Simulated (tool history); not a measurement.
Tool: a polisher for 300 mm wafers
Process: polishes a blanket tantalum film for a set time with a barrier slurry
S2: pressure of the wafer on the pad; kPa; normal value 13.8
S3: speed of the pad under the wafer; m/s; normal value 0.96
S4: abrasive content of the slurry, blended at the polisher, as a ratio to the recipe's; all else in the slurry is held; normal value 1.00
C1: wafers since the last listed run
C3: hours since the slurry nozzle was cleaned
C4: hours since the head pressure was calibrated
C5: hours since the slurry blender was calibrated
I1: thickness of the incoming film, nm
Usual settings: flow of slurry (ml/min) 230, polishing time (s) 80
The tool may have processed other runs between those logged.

Run 1, hour 0.0: usual settings but polishing time (s) 94; C1 0; wafers polished on this pad 590; C3 173.9; C4 493.6; C5 78.7; I1 376.9. Result: film removed (Å) 1615.
Run 2, hour 28.5: usual settings but polishing time (s) 94; C1 171; wafers polished on this pad 761; C3 202.4; C4 522.1; C5 107.2; I1 368.7. Result: film removed (Å) 1631.
Run 3, hour 44.3: usual settings but S3 1.16 m/s; C1 95; wafers polished on this pad 857; C3 218.2; C4 537.9; C5 123.0; I1 368.6. Result: film removed (Å) 1553.
At hour 57.5: slurry blender recalibrated.
Run 4, hour 73.8: usual settings but S3 1.16 m/s; C1 165; wafers polished on this pad 1022; C3 247.7; C4 567.4; C5 16.3; I1 367.4. Result: film removed (Å) 1533.
Run 5, hour 109.7: usual settings; C1 216; wafers polished on this pad 1239; C3 283.6; C4 603.3; C5 52.2; I1 369.5. Result: film removed (Å) 1326.
At hour 134.8: worn pad replaced by a new one.
Run 6, hour 144.0: usual settings; C1 182; wafers polished on this pad 55; C3 317.9; C4 637.6; C5 86.5; I1 366.1. Result: film removed (Å) 1492.
Run 7, hour 162.9: usual settings but flow of slurry (ml/min) 250, polishing time (s) 97; C1 113; wafers polished on this pad 169; C3 336.8; C4 656.5; C5 105.4; I1 376.3. Result: film removed (Å) 1797.
Run 8, hour 185.4: usual settings but S2 11.0 kPa, S4 1.10; C1 135; wafers polished on this pad 304; C3 359.3; C4 679.0; C5 127.9; I1 370.7. Result: film removed (Å) 1165.
Run 9, hour 205.5: usual settings but S2 11.0 kPa, S4 1.10; C1 121; wafers polished on this pad 425; C3 379.4; C4 699.1; C5 148.0; I1 362.7. Result: film removed (Å) 1121.
At hour 222.5: slurry blender recalibrated.
Run 10, hour 232.3: usual settings but flow of slurry (ml/min) 210; C1 149; wafers polished on this pad 575; C3 406.2; C4 725.9; C5 9.8; I1 367.3. Result: film removed (Å) 1337.
Run 11, hour 255.5: usual settings but flow of slurry (ml/min) 210; C1 139; wafers polished on this pad 714; C3 429.4; C4 749.1; C5 33.0; I1 364.0. Result: film removed (Å) 1323.
At hour 288.5: head pressure recalibrated.
Run 12, hour 291.3: usual settings but flow of slurry (ml/min) 210; C1 203; wafers polished on this pad 918; C3 465.2; C4 2.8; C5 68.8; I1 368.3. Result: film removed (Å) 1311.
Run 13, hour 321.6: usual settings but polishing time (s) 69; C1 182; wafers polished on this pad 1101; C3 495.5; C4 33.1; C5 99.1; I1 370.7. Result: film removed (Å) 1132.
Run 14, hour 344.1: usual settings but polishing time (s) 69; C1 135; wafers polished on this pad 1236; C3 518.0; C4 55.6; C5 121.6; I1 370.9. Result: film removed (Å) 1112.
At hour 355.9: worn pad replaced by a new one.
Run 15, hour 377.8: usual settings but S4 0.90, polishing time (s) 57; C1 178; wafers polished on this pad 132; C3 551.7; C4 89.3; C5 155.3; I1 369.4. Result: film removed (Å) 965.
At hour 386.0: slurry blender recalibrated.
Run 16, hour 398.0: usual settings; C1 109; wafers polished on this pad 241; C3 571.9; C4 109.5; C5 12.0; I1 371.8. Result: film removed (Å) 1365.
At hour 417.5: slurry nozzle cleaned.
Run 17, hour 422.4: usual settings; C1 140; wafers polished on this pad 382; C3 4.9; C4 133.9; C5 36.4; I1 377.7. Result: film removed (Å) 1386.
Run 18, hour 436.2: usual settings but S2 9.7 kPa, S3 1.18 m/s; C1 83; wafers polished on this pad 465; C3 18.7; C4 147.7; C5 50.2; I1 366.2. Result: film removed (Å) 1108.
Run 19, hour 463.7: usual settings; C1 165; wafers polished on this pad 631; C3 46.2; C4 175.2; C5 77.7; I1 370.8. Result: film removed (Å) 1349.
Run 20, hour 478.8: usual settings but S2 16.5 kPa, S4 0.90, polishing time (s) 91; C1 90; wafers polished on this pad 722; C3 61.3; C4 190.3; C5 92.8; I1 377.2. Result: film removed (Å) 1786.
Run 21, hour 514.7: usual settings but flow of slurry (ml/min) 300, S4 1.15, polishing time (s) 70; C1 216; wafers polished on this pad 938; C3 97.2; C4 226.2; C5 128.7; I1 367.3. Result: film removed (Å) 1245.
Run 22, hour 543.0: usual settings; C1 170; wafers polished on this pad 1109; C3 125.5; C4 254.5; C5 157.0; I1 375.9. Result: film removed (Å) 1315.
At hour 556.1: slurry blender recalibrated.
At hour 556.6: worn pad replaced by a new one.
Run 23, hour 566.0: usual settings but S3 0.84 m/s, polishing time (s) 92; C1 123; wafers polished on this pad 56; C3 148.5; C4 277.5; C5 9.9; I1 370.3. Result: film removed (Å) 1513.
Run 24, hour 581.7: usual settings; C1 94; wafers polished on this pad 151; C3 164.2; C4 293.2; C5 25.6; I1 374.0. Result: film removed (Å) 1429.
Run 25, hour 609.3: usual settings but S2 17.2 kPa; C1 166; wafers polished on this pad 317; C3 191.8; C4 320.8; C5 53.2; I1 368.8. Result: film removed (Å) 1788.
Run 26, hour 633.3: usual settings; C1 144; wafers polished on this pad 462; C3 215.8; C4 344.8; C5 77.2; I1 371.5. Result: film removed (Å) 1392.
Run 27, hour 660.7: usual settings but flow of slurry (ml/min) 290, S2 9.7 kPa, polishing time (s) 106; C1 165; wafers polished on this pad 627; C3 243.2; C4 372.2; C5 104.6; I1 370.3. Result: film removed (Å) 1265.
Run 28, hour 681.9: usual settings but S3 0.86 m/s; C1 127; wafers polished on this pad 754; C3 264.4; C4 393.4; C5 125.8; I1 375.3. Result: film removed (Å) 1216.
At hour 707.3: slurry blender recalibrated.
Run 29, hour 710.6: usual settings but S2 11.0 kPa, S3 1.20 m/s, polishing time (s) 57; C1 160; wafers polished on this pad 915; C3 293.1; C4 422.1; C5 3.3; I1 367.1. Result: film removed (Å) 909.

Hidden state, per run?
deviation of the head's pressure from its setpoint, %: 0 at every run
abrasive missing from the slurry, %: 0 at every run
H1: removal rate lost through wear of the pad, %
H2: slurry flow missing at the pad, %
run    H1    H2
  1  9.94  6.15
  2    11  7.18
  3  11.4  7.82
  4    12  9.13
  5  12.5    11
  6  1.82  12.9
  7  4.29  14.1
  8  6.53  15.6
  9  8.04    17
 10  9.52    19
 11  10.4  20.9
 12  11.4    24
 13  11.9  26.7
 14  12.2  28.9
 15  4.44  32.4
 16  6.65  34.5
 17  8.65  4.91
 18  9.52  4.94
 19  10.9  5.11
 20  11.4  5.27
 21  12.3  5.81
 22  12.8  6.42
 23  3.13  7.02
 24  5.22  7.49
 25  7.98  8.43
 26  9.69  9.36
 27  11.1  10.6
 28  11.9  11.6
 29  12.6  13.1
